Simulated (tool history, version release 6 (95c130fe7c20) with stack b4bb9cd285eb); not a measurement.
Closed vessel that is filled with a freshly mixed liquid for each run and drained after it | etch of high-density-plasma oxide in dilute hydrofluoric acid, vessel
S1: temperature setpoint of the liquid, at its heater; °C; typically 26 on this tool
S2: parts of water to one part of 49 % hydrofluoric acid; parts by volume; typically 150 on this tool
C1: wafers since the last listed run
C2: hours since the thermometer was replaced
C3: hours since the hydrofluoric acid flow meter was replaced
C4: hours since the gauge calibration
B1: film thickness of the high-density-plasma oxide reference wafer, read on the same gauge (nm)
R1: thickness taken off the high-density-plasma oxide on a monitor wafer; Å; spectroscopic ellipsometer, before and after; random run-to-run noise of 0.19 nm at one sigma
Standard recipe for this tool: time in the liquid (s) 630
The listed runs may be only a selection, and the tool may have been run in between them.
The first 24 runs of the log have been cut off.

run 25 hour=1347.3 | S1=28 S2=150 time_in_the_liquid_(s)=630 | C1=3389 C2=214.3 C3=995.1 C4=709.9 | B1=149.99 | R1=232.8
run 26 hour=1406.2 | S1=26 S2=150 time_in_the_liquid_(s)=630 | C1=3067 C2=273.2 C3=1054 C4=768.8 | B1=149.98 | R1=217.1
run 27 hour=1441.8 | S1=26 S2=120 time_in_the_liquid_(s)=765 | C1=1853 C2=308.8 C3=1089.6 C4=804.4 | B1=150.02 | R1=344.9
run 28 hour=1471.4 | S1=24 S2=185 time_in_the_liquid_(s)=325 | C1=1541 C2=338.4 C3=1119.2 C4=834 | B1=150.02 | R1=82.1
run 29 hour=1539.8 | S1=26 S2=150 time_in_the_liquid_(s)=630 | C1=3561 C2=406.8 C3=1187.6 C4=902.4 | B1=150.01 | R1=222.7
-- hour=1626.6 thermometer replaced
run 30 hour=1670 | S1=28 S2=170 time_in_the_liquid_(s)=275 | C1=6727 C2=43.4 C3=1317.8 C4=1032.6 | B1=149.97 | R1=85.2
run 31 hour=1727.3 | S1=26 S2=150 time_in_the_liquid_(s)=630 | C1=2983 C2=100.7 C3=1375.1 C4=1089.9 | B1=150.01 | R1=211.8
run 32 hour=1789.6 | S1=26 S2=150 time_in_the_liquid_(s)=630 | C1=3244 C2=163 C3=1437.4 C4=1152.2 | B1=150.01 | R1=213.8

3 options for the next run, each taken on its own from the tool as it stands now. Forecast them:
run A hour=1790.4 | S1=26 S2=150 time_in_the_liquid_(s)=630 | C1=41 C2=163.8 C3=1438.2 C4=1153 | B1=? | R1=?
run B hour=1790.4 | S1=26 S2=95 time_in_the_liquid_(s)=355 | C1=41 C2=163.8 C3=1438.2 C4=1153 | B1=? | R1=?
run C hour=1790.4 | S1=26 S2=85 time_in_the_liquid_(s)=630 | C1=41 C2=163.8 C3=1438.2 C4=1153 | B1=? | R1=?

run=A B1=150.01 R1=210.9
run=B B1=150.01 R1=201.1
run=C B1=150.01 R1=404.2
Had the tool no hidden state, the same runs would have come out as:
run=A R1=207.7
run=B R1=197.8
run=C R1=397.6
